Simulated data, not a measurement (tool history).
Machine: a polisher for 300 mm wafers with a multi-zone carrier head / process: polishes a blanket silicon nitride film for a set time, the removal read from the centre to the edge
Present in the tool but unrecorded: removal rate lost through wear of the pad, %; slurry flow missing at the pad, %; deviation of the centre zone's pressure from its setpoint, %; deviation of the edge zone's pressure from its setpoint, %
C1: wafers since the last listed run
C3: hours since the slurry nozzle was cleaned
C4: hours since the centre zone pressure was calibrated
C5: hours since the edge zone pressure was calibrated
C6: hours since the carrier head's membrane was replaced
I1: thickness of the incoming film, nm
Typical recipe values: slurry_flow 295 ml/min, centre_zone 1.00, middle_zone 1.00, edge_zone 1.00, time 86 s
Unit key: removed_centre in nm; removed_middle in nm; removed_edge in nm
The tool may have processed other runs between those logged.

run 1 hour=0.0 | slurry_flow=295 centre_zone=1.00 middle_zone=1.11 edge_zone=1.00 time=110 | C1=0 wafers_polished_on_this_pad=175 C3=438.5 C4=214.9 C5=912.3 C6=1328.2 | I1=637.5 | removed_centre=162.8 removed_middle=170.5 removed_edge=166.9
run 2 hour=27.5 | slurry_flow=250 centre_zone=1.00 middle_zone=1.09 edge_zone=0.94 time=86 | C1=300 wafers_polished_on_this_pad=475 C3=466.0 C4=242.4 C5=939.8 C6=1355.7 | I1=637.2 | removed_centre=128.5 removed_middle=132.9 removed_edge=124.5
-- hour=45.5 slurry nozzle cleaned
run 3 hour=95.2 | slurry_flow=295 centre_zone=1.00 middle_zone=1.00 edge_zone=1.00 time=86 | C1=727 wafers_polished_on_this_pad=1203 C3=49.7 C4=310.1 C5=1007.5 C6=1423.4 | I1=634.2 | removed_centre=129.7 removed_middle=122.6 removed_edge=130.3
run 4 hour=140.6 | slurry_flow=295 centre_zone=1.00 middle_zone=1.00 edge_zone=1.00 time=86 | C1=495 wafers_polished_on_this_pad=1698 C3=95.1 C4=355.5 C5=1052.9 C6=1468.8 | I1=647.9 | removed_centre=129.8 removed_middle=123.4 removed_edge=128.1
run 5 hour=173.3 | slurry_flow=295 centre_zone=1.00 middle_zone=0.89 edge_zone=1.10 time=69 | C1=356 wafers_polished_on_this_pad=2055 C3=127.8 C4=388.2 C5=1085.6 C6=1501.5 | I1=648.1 | removed_centre=104.2 removed_middle=90.1 removed_edge=108.0
run 6 hour=224.5 | slurry_flow=375 centre_zone=1.00 middle_zone=0.91 edge_zone=1.00 time=86 | C1=558 wafers_polished_on_this_pad=2614 C3=179.0 C4=439.4 C5=1136.8 C6=1552.7 | I1=632.8 | removed_centre=133.4 removed_middle=114.4 removed_edge=129.7
-- hour=242.8 carrier head's membrane replaced by a new one
run 7 hour=254.7 | slurry_flow=295 centre_zone=0.94 middle_zone=1.07 edge_zone=1.11 time=56 | C1=274 wafers_polished_on_this_pad=2889 C3=209.2 C4=469.6 C5=1167.0 C6=11.9 | I1=636.3 | removed_centre=83.3 removed_middle=84.4 removed_edge=88.4
-- hour=291.4 edge zone pressure recalibrated
run 8 hour=320.2 | slurry_flow=295 centre_zone=1.00 middle_zone=1.00 edge_zone=1.00 time=86 | C1=692 wafers_polished_on_this_pad=3582 C3=274.7 C4=535.1 C5=28.8 C6=77.4 | I1=637.1 | removed_centre=132.3 removed_middle=120.9 removed_edge=129.0
-- hour=420.8 worn pad replaced by a new one
run 9 hour=421.3 | slurry_flow=295 centre_zone=1.00 middle_zone=1.00 edge_zone=1.00 time=86 | C1=1059 wafers_polished_on_this_pad=5 C3=375.8 C4=636.2 C5=129.9 C6=178.5 | I1=627.3 | removed_centre=133.1 removed_middle=123.3 removed_edge=131.8
run 10 hour=454.6 | slurry_flow=265 centre_zone=1.03 middle_zone=1.04 edge_zone=1.03 time=86 | C1=363 wafers_polished_on_this_pad=368 C3=409.1 C4=669.5 C5=163.2 C6=211.8 | I1=649.5 | removed_centre=134.7 removed_middle=126.8 removed_edge=129.1
-- hour=491.6 slurry nozzle cleaned
run 11 hour=501.4 | slurry_flow=295 centre_zone=1.04 middle_zone=1.10 edge_zone=1.00 time=86 | C1=499 wafers_polished_on_this_pad=868 C3=9.8 C4=716.3 C5=210.0 C6=258.6 | I1=636.1 | removed_centre=136.1 removed_middle=135.3 removed_edge=128.9
run 12 hour=544.8 | slurry_flow=295 centre_zone=1.00 middle_zone=1.00 edge_zone=1.03 time=86 | C1=473 wafers_polished_on_this_pad=1341 C3=53.2 C4=759.7 C5=253.4 C6=302.0 | I1=639.4 | removed_centre=133.0 removed_middle=125.3 removed_edge=131.5
run 13 hour=661.3 | slurry_flow=295 centre_zone=0.92 middle_zone=1.00 edge_zone=1.00 time=86 | C1=1271 wafers_polished_on_this_pad=2612 C3=169.7 C4=876.2 C5=369.9 C6=418.5 | I1=647.2 | removed_centre=129.1 removed_middle=123.5 removed_edge=128.9
run 14 hour=722.4 | slurry_flow=230 centre_zone=1.00 middle_zone=1.00 edge_zone=1.00 time=86 | C1=666 wafers_polished_on_this_pad=3279 C3=230.8 C4=937.3 C5=431.0 C6=479.6 | I1=640.0 | removed_centre=134.1 removed_middle=123.4 removed_edge=126.9
-- hour=735.6 centre zone pressure recalibrated
run 15 hour=747.3 | slurry_flow=295 centre_zone=1.10 middle_zone=1.00 edge_zone=0.89 time=86 | C1=249 wafers_polished_on_this_pad=3529 C3=255.7 C4=11.7 C5=455.9 C6=504.5 | I1=629.8 | removed_centre=137.1 removed_middle=124.2 removed_edge=123.5
run 16 hour=806.7 | slurry_flow=295 centre_zone=1.00 middle_zone=1.00 edge_zone=1.00 time=86 | C1=648 wafers_polished_on_this_pad=4177 C3=315.1 C4=71.1 C5=515.3 C6=563.9 | I1=640.8 | removed_centre=132.8 removed_middle=123.6 removed_edge=128.7
-- hour=833.6 worn pad replaced by a new one
run 17 hour=865.6 | slurry_flow=295 centre_zone=1.05 middle_zone=0.89 edge_zone=1.00 time=86 | C1=599 wafers_polished_on_this_pad=349 C3=374.0 C4=130.0 C5=574.2 C6=622.8 | I1=635.1 | removed_centre=135.5 removed_middle=112.0 removed_edge=129.7
run 18 hour=919.3 | slurry_flow=295 centre_zone=1.08 middle_zone=1.00 edge_zone=1.00 time=109 | C1=585 wafers_polished_on_this_pad=935 C3=427.7 C4=183.7 C5=627.9 C6=676.5 | I1=645.1 | removed_centre=172.7 removed_middle=157.1 removed_edge=161.6
-- hour=988.7 slurry nozzle cleaned
run 19 hour=989.2 | slurry_flow=225 centre_zone=1.00 middle_zone=1.00 edge_zone=1.00 time=111 | C1=751 wafers_polished_on_this_pad=1687 C3=0.5 C4=253.6 C5=697.8 C6=746.4 | I1=629.5 | removed_centre=165.8 removed_middle=156.9 removed_edge=165.4
run 20 hour=1044.9 | slurry_flow=295 centre_zone=1.00 middle_zone=1.00 edge_zone=0.96 time=86 | C1=607 wafers_polished_on_this_pad=2294 C3=56.2 C4=309.3 C5=753.5 C6=802.1 | I1=649.2 | removed_centre=129.7 removed_middle=121.6 removed_edge=125.5
run 21 hour=1080.4 | slurry_flow=295 centre_zone=1.11 middle_zone=1.00 edge_zone=0.95 time=71 | C1=387 wafers_polished_on_this_pad=2682 C3=91.7 C4=344.8 C5=789.0 C6=837.6 | I1=638.3 | removed_centre=114.8 removed_middle=101.8 removed_edge=103.1
run 22 hour=1122.3 | slurry_flow=295 centre_zone=1.00 middle_zone=1.00 edge_zone=1.00 time=86 | C1=457 wafers_polished_on_this_pad=3139 C3=133.6 C4=386.7 C5=830.9 C6=879.5 | I1=644.9 | removed_centre=131.6 removed_middle=125.4 removed_edge=128.8
run 23 hour=1178.6 | slurry_flow=265 centre_zone=1.00 middle_zone=1.00 edge_zone=1.06 time=86 | C1=614 wafers_polished_on_this_pad=3753 C3=189.9 C4=443.0 C5=887.2 C6=935.8 | I1=643.1 | removed_centre=132.9 removed_middle=124.2 removed_edge=131.5

Below are 3 alternative next runs, each starting from the tool's condition after run 23. Predict each:
run A hour=1179.0 | slurry_flow=295 centre_zone=0.95 middle_zone=1.00 edge_zone=1.00 time=86 | C1=4 wafers_polished_on_this_pad=3758 C3=190.3 C4=443.4 C5=887.6 C6=936.2 | I1=631.4 | removed_centre=? removed_middle=? removed_edge=?
run B hour=1179.0 | slurry_flow=295 centre_zone=1.00 middle_zone=0.89 edge_zone=0.88 time=86 | C1=4 wafers_polished_on_this_pad=3758 C3=190.3 C4=443.4 C5=887.6 C6=936.2 | I1=631.4 | removed_centre=? removed_middle=? removed_edge=?
run C hour=1179.0 | slurry_flow=295 centre_zone=0.90 middle_zone=1.05 edge_zone=0.92 time=86 | C1=4 wafers_polished_on_this_pad=3758 C3=190.3 C4=443.4 C5=887.6 C6=936.2 | I1=631.4 | removed_centre=? removed_middle=? removed_edge=?

run=A removed_centre=129.4 removed_middle=122.4 removed_edge=126.4
run=B removed_centre=133.5 removed_middle=111.0 removed_edge=119.2
run=C removed_centre=125.1 removed_middle=127.6 removed_edge=121.4
What these runs would have given with no unlogged condition in the tool:
run=A removed_centre=127.6 removed_middle=122.4 removed_edge=126.4
run=B removed_centre=131.7 removed_middle=111.0 removed_edge=119.2
run=C removed_centre=123.5 removed_middle=127.6 removed_edge=121.4

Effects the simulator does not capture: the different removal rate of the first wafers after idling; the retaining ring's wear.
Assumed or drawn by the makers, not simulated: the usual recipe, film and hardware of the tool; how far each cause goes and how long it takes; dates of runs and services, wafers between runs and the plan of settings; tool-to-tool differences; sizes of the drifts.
